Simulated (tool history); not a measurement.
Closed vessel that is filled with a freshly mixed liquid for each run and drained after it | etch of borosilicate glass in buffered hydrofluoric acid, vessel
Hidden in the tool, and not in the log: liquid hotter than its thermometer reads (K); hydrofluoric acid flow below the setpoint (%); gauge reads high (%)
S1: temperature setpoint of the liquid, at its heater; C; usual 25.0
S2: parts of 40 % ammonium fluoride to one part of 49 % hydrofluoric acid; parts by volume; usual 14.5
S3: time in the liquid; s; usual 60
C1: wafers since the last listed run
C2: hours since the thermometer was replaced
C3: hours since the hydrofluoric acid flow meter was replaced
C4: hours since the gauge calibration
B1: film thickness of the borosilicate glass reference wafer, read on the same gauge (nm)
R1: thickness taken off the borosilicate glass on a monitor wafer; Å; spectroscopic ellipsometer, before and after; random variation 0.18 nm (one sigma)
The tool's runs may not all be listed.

| run | hour | S1 | S2 | S3 | C1 | C2 | C3 | C4 | B1 | R1 |
|---|---|---|---|---|---|---|---|---|---|---|
| 1 | 0.0 | 25.0 | 14.5 | 60 | 0 | 651.5 | 376.6 | 2268.9 | 29.54 | 520.0 |
| 2 | 64.3 | 25.0 | 14.5 | 60 | 8933 | 715.8 | 440.9 | 2333.2 | 29.50 | 519.9 |
| 3 | 131.8 | 25.0 | 13.0 | 60 | 9378 | 783.3 | 508.4 | 2400.7 | 29.49 | 578.4 |
| 4 | 203.2 | 25.0 | 13.0 | 60 | 9920 | 854.7 | 579.8 | 2472.1 | 29.54 | 576.3 |
| 5 | 259.3 | 25.0 | 14.5 | 60 | 7794 | 910.8 | 635.9 | 2528.2 | 29.52 | 518.0 |
|  | 301.0 | hydrofluoric acid flow meter replaced |
| 6 | 333.3 | 25.0 | 14.5 | 60 | 10142 | 984.8 | 32.3 | 2602.2 | 29.51 | 519.2 |
|  | 341.5 | thermometer replaced |
| 7 | 379.3 | 25.0 | 14.5 | 60 | 6252 | 37.8 | 78.3 | 2648.2 | 29.50 | 520.9 |
| 8 | 421.6 | 25.0 | 10.5 | 60 | 5876 | 80.1 | 120.6 | 2690.5 | 29.49 | 718.4 |
| 9 | 593.1 | 25.0 | 14.5 | 60 | 23827 | 251.6 | 292.1 | 2862.0 | 29.43 | 522.5 |
| 10 | 683.1 | 23.5 | 10.0 | 40 | 12504 | 341.6 | 382.1 | 2952.0 | 29.48 | 460.0 |
| 11 | 759.0 | 28.0 | 11.5 | 60 | 10545 | 417.5 | 458.0 | 3027.9 | 29.44 | 765.8 |
| 12 | 803.1 | 21.0 | 12.0 | 60 | 6127 | 461.6 | 502.1 | 3072.0 | 29.45 | 508.5 |
| 13 | 895.8 | 25.0 | 10.0 | 60 | 12879 | 554.3 | 594.8 | 3164.7 | 29.50 | 750.1 |
|  | 918.6 | hydrofluoric acid flow meter replaced |
| 14 | 976.9 | 30.0 | 16.5 | 60 | 11128 | 635.4 | 58.3 | 3245.8 | 29.42 | 594.0 |
| 15 | 1051.8 | 25.0 | 14.5 | 60 | 10406 | 710.3 | 133.2 | 3320.7 | 29.48 | 521.1 |
| 16 | 1132.5 | 25.0 | 18.5 | 60 | 11212 | 791.0 | 213.9 | 3401.4 | 29.49 | 407.7 |
| 17 | 1230.5 | 21.5 | 14.5 | 60 | 13615 | 889.0 | 311.9 | 3499.4 | 29.46 | 431.6 |
| 18 | 1319.6 | 25.0 | 14.5 | 60 | 12379 | 978.1 | 401.0 | 3588.5 | 29.45 | 520.2 |
|  | 1331.5 | thermometer replaced |
| 19 | 1414.7 | 26.5 | 14.5 | 90 | 13073 | 83.2 | 496.1 | 3683.6 | 29.41 | 844.3 |
|  | 1456.6 | gauge calibrated |
| 20 | 1471.0 | 23.0 | 12.5 | 60 | 7822 | 139.5 | 552.4 | 14.4 | 30.01 | 549.5 |
|  | 1605.8 | hydrofluoric acid flow meter replaced |
| 21 | 1691.0 | 29.5 | 14.5 | 60 | 30426 | 359.5 | 85.2 | 234.4 | 29.82 | 662.5 |
| 22 | 1774.8 | 26.5 | 10.0 | 50 | 11642 | 443.3 | 169.0 | 318.2 | 29.82 | 682.3 |
| 23 | 1877.9 | 25.0 | 14.5 | 60 | 14324 | 546.4 | 272.1 | 421.3 | 29.79 | 527.9 |
| 24 | 1919.2 | 20.5 | 12.5 | 80 | 5738 | 587.7 | 313.4 | 462.6 | 29.78 | 640.8 |
| 25 | 1986.6 | 22.0 | 14.5 | 60 | 9364 | 655.1 | 380.8 | 530.0 | 29.75 | 445.6 |
| 26 | 2086.3 | 20.5 | 13.0 | 80 | 13851 | 754.8 | 480.5 | 629.7 | 29.68 | 608.1 |
| 27 | 2125.5 | 25.0 | 18.0 | 60 | 5446 | 794.0 | 519.7 | 668.9 | 29.69 | 424.4 |
|  | 2190.5 | thermometer replaced |
| 28 | 2219.5 | 26.5 | 14.5 | 90 | 12921 | 29.0 | 613.7 | 762.9 | 29.62 | 848.5 |
| 29 | 2279.4 | 25.0 | 14.5 | 60 | 8322 | 88.9 | 673.6 | 822.8 | 29.66 | 525.2 |
|  | 2331.4 | hydrofluoric acid flow meter replaced |
| 30 | 2332.7 | 25.0 | 14.5 | 60 | 7266 | 142.2 | 1.3 | 876.1 | 29.61 | 520.0 |
| 31 | 2409.4 | 25.0 | 14.5 | 80 | 10656 | 218.9 | 78.0 | 952.8 | 29.59 | 696.4 |

Measured less the same run without the tool's hidden state. The same run-to-run variation is in both; the gauge's scatter may not be:
| run | R1 |
|---|---|
| 1 | -8.5 |
| 2 | -8.6 |
| 3 | -9.6 |
| 4 | -9.7 |
| 5 | -8.8 |
| 6 | -8.9 |
| 7 | -9.0 |
| 8 | -12.5 |
| 9 | -9.2 |
| 10 | -8.2 |
| 11 | -13.7 |
| 12 | -9.1 |
| 13 | -13.6 |
| 14 | -10.8 |
| 15 | -9.5 |
| 16 | -7.5 |
| 17 | -8.0 |
| 18 | -9.6 |
| 19 | -15.8 |
| 20 | -0.1 |
| 21 | -2.9 |
| 22 | -4.0 |
| 23 | -3.9 |
| 24 | -5.1 |
| 25 | -3.9 |
| 26 | -6.2 |
| 27 | -4.5 |
| 28 | -9.9 |
| 29 | -6.4 |
| 30 | -6.6 |
| 31 | -9.4 |
